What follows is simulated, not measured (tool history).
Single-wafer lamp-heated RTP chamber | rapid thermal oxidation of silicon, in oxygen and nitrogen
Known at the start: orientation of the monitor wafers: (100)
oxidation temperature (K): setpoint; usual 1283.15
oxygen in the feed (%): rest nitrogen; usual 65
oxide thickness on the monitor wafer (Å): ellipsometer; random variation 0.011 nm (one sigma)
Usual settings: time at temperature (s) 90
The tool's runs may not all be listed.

run,hour,oxidation temperature (K),time at temperature (s),oxygen in the feed (%),"read-back reference wafer on the same gauge, thickness",oxide thickness on the monitor wafer (Å)
1,0,1283.15,122,65,7.146,84.19
2,64.9,1261.15,90,65,7.141,62.57
# hour 114.9: pyrometer window cleaned and pyrometer calibrated
3,127.6,1261.15,90,65,7.137,62.05
4,185.2,1261.15,90,65,7.139,62.09
5,240.2,1283.15,60,65,7.139,61.04
6,330.7,1283.15,60,65,7.144,61.37
7,377.3,1283.15,60,65,7.136,61.35
8,440.6,1283.15,90,65,7.143,73.39
9,542.6,1283.15,90,65,7.137,73.56
10,620.7,1283.15,76,65,7.141,68.17
11,700.5,1283.15,76,65,7.148,68.03
# hour 738.3: pyrometer window cleaned and pyrometer calibrated
12,786.7,1283.15,76,65,7.144,67.44
13,832.9,1283.15,90,86,7.14,80.21
14,889.7,1283.15,90,89,7.145,81.41
15,962.4,1283.15,59,50,7.145,55.86
16,1006.8,1261.15,90,65,7.139,62.46
17,1058.8,1283.15,121,65,7.136,84.11
18,1166.4,1283.15,90,37,7.141,60.84
# hour 1253.6: gauge calibrated
19,1267.1,1298.15,103,54,7.135,81.56
20,1344.3,1283.15,76,65,7.139,68.26
# hour 1378.6: pyrometer window cleaned and pyrometer calibrated
21,1404.4,1263.15,51,76,7.138,51.93
22,1471,1283.15,90,65,7.14,73.11
23,1551.7,1283.15,90,65,7.137,73.28
24,1646.6,1301.15,90,65,7.142,83.58
25,1694.1,1283.15,90,65,7.145,73.59
26,1792.1,1283.15,68,65,7.137,65.21
# hour 1822.3: oxygen flow controller replaced
27,1832.7,1267.15,90,65,7.143,64.99
28,1927.5,1297.15,90,65,7.141,80.74
# hour 1979.9: pyrometer window cleaned and pyrometer calibrated
29,2012.1,1283.15,125,65,7.138,84.14
30,2248.2,1283.15,90,65,7.143,72.85
31,2330.1,1275.15,116,54,7.142,72.41
# hour 2587: pyrometer window cleaned and pyrometer calibrated
32,2587.5,1283.15,65,36,7.138,51.54
33,2637.3,1261.15,90,65,7.144,61.86
34,2734.5,1263.15,90,41,7.14,54.09
35,2801.9,1283.15,90,65,7.137,72.92
36,2848.5,1283.15,111,54,7.137,75.12
37,2947,1263.15,67,78,7.142,59.07

4 ways to go on from here, each from the tool as it stands after run 37. What would each give?
A,2947.4,1312.15,90,65,?,?
B,2947.4,1312.15,129,42,?,?
C,2947.4,1263.15,128,41,?,?
D,2947.4,1283.15,63,38,?,?

run,"read-back reference wafer on the same gauge, thickness",oxide thickness on the monitor wafer (Å)
A,7.138,90
B,7.138,90.93
C,7.138,63.35
D,7.138,52.36
Without the tool's hidden state the same runs would have given:
run,oxide thickness on the monitor wafer (Å)
A,88.66
B,89.3
C,62.2
D,51.44

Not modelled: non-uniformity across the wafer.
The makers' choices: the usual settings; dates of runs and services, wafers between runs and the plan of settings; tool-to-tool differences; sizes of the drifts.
